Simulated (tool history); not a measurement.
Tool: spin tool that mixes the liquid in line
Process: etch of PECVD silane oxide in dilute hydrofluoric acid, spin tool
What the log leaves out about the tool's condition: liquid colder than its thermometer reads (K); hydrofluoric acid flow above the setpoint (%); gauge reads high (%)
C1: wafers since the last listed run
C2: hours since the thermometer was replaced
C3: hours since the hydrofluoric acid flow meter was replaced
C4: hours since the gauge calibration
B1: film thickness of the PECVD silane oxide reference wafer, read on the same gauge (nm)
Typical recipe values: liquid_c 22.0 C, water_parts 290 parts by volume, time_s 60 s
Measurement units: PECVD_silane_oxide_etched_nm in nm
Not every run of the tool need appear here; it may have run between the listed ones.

run 1 day=0.000 | liquid_c=22.0 water_parts=290 time_s=60 | C1=0 C2=1471.5 C3=1067.3 C4=376.3 | B1=59.99 | PECVD_silane_oxide_etched_nm=7.76
run 2 day=0.296 | liquid_c=22.0 water_parts=290 time_s=60 | C1=44 C2=1478.6 C3=1074.4 C4=383.4 | B1=59.99 | PECVD_silane_oxide_etched_nm=7.90
run 3 day=0.733 | liquid_c=22.0 water_parts=290 time_s=60 | C1=65 C2=1489.1 C3=1084.9 C4=393.9 | B1=59.98 | PECVD_silane_oxide_etched_nm=7.84
run 4 day=1.383 | liquid_c=22.0 water_parts=290 time_s=60 | C1=98 C2=1504.7 C3=1100.5 C4=409.5 | B1=59.99 | PECVD_silane_oxide_etched_nm=7.80
run 5 day=1.954 | liquid_c=22.0 water_parts=290 time_s=60 | C1=86 C2=1518.4 C3=1114.2 C4=423.2 | B1=59.97 | PECVD_silane_oxide_etched_nm=7.84
run 6 day=2.254 | liquid_c=22.0 water_parts=290 time_s=60 | C1=45 C2=1525.6 C3=1121.4 C4=430.4 | B1=59.98 | PECVD_silane_oxide_etched_nm=7.75
run 7 day=2.650 | liquid_c=24.5 water_parts=290 time_s=60 | C1=59 C2=1535.1 C3=1130.9 C4=439.9 | B1=60.01 | PECVD_silane_oxide_etched_nm=8.40
-- day=2.696 thermometer replaced
-- day=4.092 hydrofluoric acid flow meter replaced
run 8 day=4.112 | liquid_c=24.5 water_parts=290 time_s=60 | C1=208 C2=34.0 C3=0.5 C4=475.0 | B1=60.01 | PECVD_silane_oxide_etched_nm=8.51
run 9 day=4.504 | liquid_c=22.0 water_parts=290 time_s=60 | C1=59 C2=43.4 C3=9.9 C4=484.4 | B1=60.00 | PECVD_silane_oxide_etched_nm=7.78
run 10 day=4.783 | liquid_c=22.0 water_parts=290 time_s=60 | C1=42 C2=50.1 C3=16.6 C4=491.1 | B1=60.00 | PECVD_silane_oxide_etched_nm=7.65
run 11 day=5.500 | liquid_c=22.0 water_parts=290 time_s=60 | C1=108 C2=67.3 C3=33.8 C4=508.3 | B1=59.99 | PECVD_silane_oxide_etched_nm=7.85
run 12 day=6.004 | liquid_c=22.0 water_parts=290 time_s=60 | C1=76 C2=79.4 C3=45.9 C4=520.4 | B1=60.04 | PECVD_silane_oxide_etched_nm=7.93
run 13 day=6.621 | liquid_c=22.0 water_parts=290 time_s=60 | C1=93 C2=94.2 C3=60.7 C4=535.2 | B1=60.03 | PECVD_silane_oxide_etched_nm=7.85
run 14 day=7.038 | liquid_c=22.0 water_parts=290 time_s=30 | C1=62 C2=104.2 C3=70.7 C4=545.2 | B1=60.01 | PECVD_silane_oxide_etched_nm=3.93
run 15 day=7.692 | liquid_c=22.0 water_parts=290 time_s=85 | C1=98 C2=119.9 C3=86.4 C4=560.9 | B1=59.97 | PECVD_silane_oxide_etched_nm=11.05
run 16 day=8.375 | liquid_c=22.0 water_parts=165 time_s=60 | C1=103 C2=136.3 C3=102.8 C4=577.3 | B1=60.02 | PECVD_silane_oxide_etched_nm=15.57
run 17 day=8.829 | liquid_c=18.0 water_parts=410 time_s=60 | C1=68 C2=147.2 C3=113.7 C4=588.2 | B1=59.99 | PECVD_silane_oxide_etched_nm=4.29
run 18 day=9.233 | liquid_c=18.5 water_parts=290 time_s=60 | C1=60 C2=156.9 C3=123.4 C4=597.9 | B1=59.99 | PECVD_silane_oxide_etched_nm=6.85
run 19 day=9.925 | liquid_c=22.0 water_parts=290 time_s=60 | C1=104 C2=173.5 C3=140.0 C4=614.5 | B1=60.02 | PECVD_silane_oxide_etched_nm=7.84
run 20 day=10.338 | liquid_c=17.5 water_parts=215 time_s=40 | C1=62 C2=183.4 C3=149.9 C4=624.4 | B1=59.98 | PECVD_silane_oxide_etched_nm=6.35
run 21 day=10.942 | liquid_c=22.0 water_parts=390 time_s=60 | C1=91 C2=197.9 C3=164.4 C4=638.9 | B1=59.98 | PECVD_silane_oxide_etched_nm=5.26
run 22 day=11.333 | liquid_c=22.0 water_parts=290 time_s=60 | C1=59 C2=207.3 C3=173.8 C4=648.3 | B1=60.01 | PECVD_silane_oxide_etched_nm=7.86
run 23 day=11.925 | liquid_c=18.0 water_parts=410 time_s=60 | C1=89 C2=221.5 C3=188.0 C4=662.5 | B1=59.98 | PECVD_silane_oxide_etched_nm=4.33
run 24 day=12.604 | liquid_c=22.0 water_parts=420 time_s=45 | C1=102 C2=237.8 C3=204.3 C4=678.8 | B1=60.02 | PECVD_silane_oxide_etched_nm=3.63
-- day=12.921 gauge calibrated
run 25 day=13.321 | liquid_c=22.0 water_parts=230 time_s=60 | C1=108 C2=255.0 C3=221.5 C4=9.6 | B1=59.97 | PECVD_silane_oxide_etched_nm=10.43
run 26 day=13.954 | liquid_c=25.5 water_parts=395 time_s=80 | C1=95 C2=270.2 C3=236.7 C4=24.8 | B1=59.99 | PECVD_silane_oxide_etched_nm=7.81
run 27 day=14.658 | liquid_c=22.0 water_parts=290 time_s=90 | C1=106 C2=287.1 C3=253.6 C4=41.7 | B1=60.01 | PECVD_silane_oxide_etched_nm=11.54
run 28 day=15.088 | liquid_c=22.0 water_parts=290 time_s=60 | C1=64 C2=297.4 C3=263.9 C4=52.0 | B1=60.02 | PECVD_silane_oxide_etched_nm=7.77
run 29 day=15.775 | liquid_c=22.0 water_parts=290 time_s=60 | C1=103 C2=313.9 C3=280.4 C4=68.5 | B1=59.98 | PECVD_silane_oxide_etched_nm=7.80
run 30 day=16.204 | liquid_c=22.0 water_parts=290 time_s=35 | C1=64 C2=324.2 C3=290.7 C4=78.8 | B1=60.00 | PECVD_silane_oxide_etched_nm=4.54
run 31 day=16.729 | liquid_c=25.5 water_parts=220 time_s=70 | C1=79 C2=336.8 C3=303.3 C4=91.4 | B1=59.99 | PECVD_silane_oxide_etched_nm=14.75
run 32 day=17.154 | liquid_c=22.0 water_parts=380 time_s=60 | C1=64 C2=347.0 C3=313.5 C4=101.6 | B1=59.99 | PECVD_silane_oxide_etched_nm=5.36
run 33 day=17.642 | liquid_c=23.5 water_parts=420 time_s=45 | C1=73 C2=358.7 C3=325.2 C4=113.3 | B1=60.01 | PECVD_silane_oxide_etched_nm=3.79

Describe how what the log doesn't record of the tool's condition differs between the last listed run preceding each entry between runs and the first listed run following it.
After run 7, before run 8: thermometer replaced (day 2.696); hydrofluoric acid flow meter replaced (day 4.092)
  no difference in the tool's unlogged condition between these two runs
After run 24, before run 25: gauge calibrated (day 12.921)
  no difference in the tool's unlogged condition between these two runs
